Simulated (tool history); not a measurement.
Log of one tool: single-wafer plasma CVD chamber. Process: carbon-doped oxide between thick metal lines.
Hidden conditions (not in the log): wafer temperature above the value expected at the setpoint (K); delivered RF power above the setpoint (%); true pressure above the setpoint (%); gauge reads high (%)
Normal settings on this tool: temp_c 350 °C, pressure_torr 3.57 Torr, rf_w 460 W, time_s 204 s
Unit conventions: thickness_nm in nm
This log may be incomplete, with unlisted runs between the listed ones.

| run | hour | temp_c | pressure_torr | rf_w | time_s | wafers since the last listed run | hours since the last thermocouple change | hours since the last RF generator calibration | hours since the last manometer calibration | hours since the showerhead was replaced | hours since the gauge calibration | read-back reference wafer on the same gauge, thickness_nm | thickness_nm |
|---|---|---|---|---|---|---|---|---|---|---|---|---|---|
| 1 | 0.0 | 350 | 3.75 | 460 | 204 | 0 | 146.2 | 233.0 | 727.2 | 5689.4 | 570.0 | 740.818 | 811.560 |
| 2 | 85.9 | 350 | 3.75 | 460 | 204 | 960 | 232.1 | 318.9 | 813.1 | 5775.3 | 655.9 | 740.559 | 815.169 |
| 3 | 130.8 | 350 | 3.57 | 460 | 204 | 502 | 277.0 | 363.8 | 858.0 | 5820.2 | 700.8 | 741.090 | 817.619 |
| 4 | 183.1 | 350 | 3.57 | 460 | 204 | 584 | 329.3 | 416.1 | 910.3 | 5872.5 | 753.1 | 740.970 | 808.802 |
| 5 | 239.9 | 350 | 3.10 | 460 | 236 | 635 | 386.1 | 472.9 | 967.1 | 5929.3 | 809.9 | 740.801 | 926.066 |
| 6 | 331.8 | 350 | 3.10 | 460 | 236 | 1027 | 478.0 | 564.8 | 1059.0 | 6021.2 | 901.8 | 741.300 | 928.135 |
| 7 | 409.8 | 350 | 3.10 | 460 | 236 | 872 | 556.0 | 642.8 | 1137.0 | 6099.2 | 979.8 | 740.709 | 928.168 |
| 8 | 457.6 | 350 | 3.57 | 460 | 204 | 534 | 603.8 | 690.6 | 1184.8 | 6147.0 | 1027.6 | 741.390 | 814.512 |
|  | 514.3 | capacitance manometer re-zeroed and calibrated |
| 9 | 521.8 | 350 | 3.57 | 460 | 204 | 628 | 668.0 | 754.8 | 7.5 | 6211.2 | 1091.8 | 741.427 | 808.627 |
| 10 | 580.6 | 350 | 3.57 | 460 | 204 | 657 | 726.8 | 813.6 | 66.3 | 6270.0 | 1150.6 | 741.130 | 807.111 |
| 11 | 687.8 | 350 | 3.57 | 460 | 204 | 1198 | 834.0 | 920.8 | 173.5 | 6377.2 | 1257.8 | 741.595 | 805.254 |
|  | 719.7 | thermocouple changed; heater temperature recalibrated |
| 12 | 737.7 | 350 | 3.57 | 500 | 193 | 468 | 18.0 | 970.7 | 223.4 | 6427.1 | 1307.7 | 741.212 | 792.621 |
|  | 756.2 | gauge calibrated |
| 13 | 819.7 | 361 | 3.57 | 460 | 204 | 917 | 100.0 | 1052.7 | 305.4 | 6509.1 | 63.5 | 741.320 | 795.870 |
| 14 | 899.9 | 362 | 3.32 | 545 | 177 | 896 | 180.2 | 1132.9 | 385.6 | 6589.3 | 143.7 | 741.539 | 736.107 |
|  | 917.5 | showerhead replaced |
| 15 | 998.3 | 350 | 3.57 | 520 | 204 | 1011 | 278.6 | 1231.3 | 484.0 | 80.8 | 242.1 | 740.737 | 856.649 |
| 16 | 1047.2 | 361 | 3.57 | 460 | 204 | 546 | 327.5 | 1280.2 | 532.9 | 129.7 | 291.0 | 740.866 | 787.325 |
| 17 | 1145.4 | 350 | 3.57 | 460 | 204 | 1098 | 425.7 | 1378.4 | 631.1 | 227.9 | 389.2 | 741.027 | 814.429 |
|  | 1199.1 | RF generator calibrated |
| 18 | 1248.5 | 350 | 3.57 | 395 | 204 | 1063 | 528.8 | 49.4 | 734.2 | 331.0 | 492.3 | 740.706 | 745.694 |
| 19 | 1331.5 | 345 | 3.57 | 460 | 204 | 928 | 611.8 | 132.4 | 817.2 | 414.0 | 575.3 | 741.707 | 816.859 |
| 20 | 1391.5 | 341 | 3.57 | 460 | 204 | 671 | 671.8 | 192.4 | 877.2 | 474.0 | 635.3 | 741.527 | 823.433 |
| 21 | 1429.6 | 350 | 3.57 | 460 | 204 | 426 | 709.9 | 230.5 | 915.3 | 512.1 | 673.4 | 740.004 | 812.607 |
| 22 | 1526.9 | 350 | 3.57 | 460 | 204 | 1088 | 807.2 | 327.8 | 1012.6 | 609.4 | 770.7 | 740.995 | 802.693 |
|  | 1608.4 | capacitance manometer re-zeroed and calibrated |
| 23 | 1630.1 | 350 | 3.10 | 460 | 236 | 1064 | 910.4 | 431.0 | 21.7 | 712.6 | 873.9 | 740.832 | 921.392 |

The tool's hidden state at each run:
wafer temperature above the value expected at the setpoint (K): 0 at every run
delivered RF power above the setpoint (%): 0 at every run
true pressure above the setpoint (%): 0 at every run
gauge reads high (%): 0 at every run
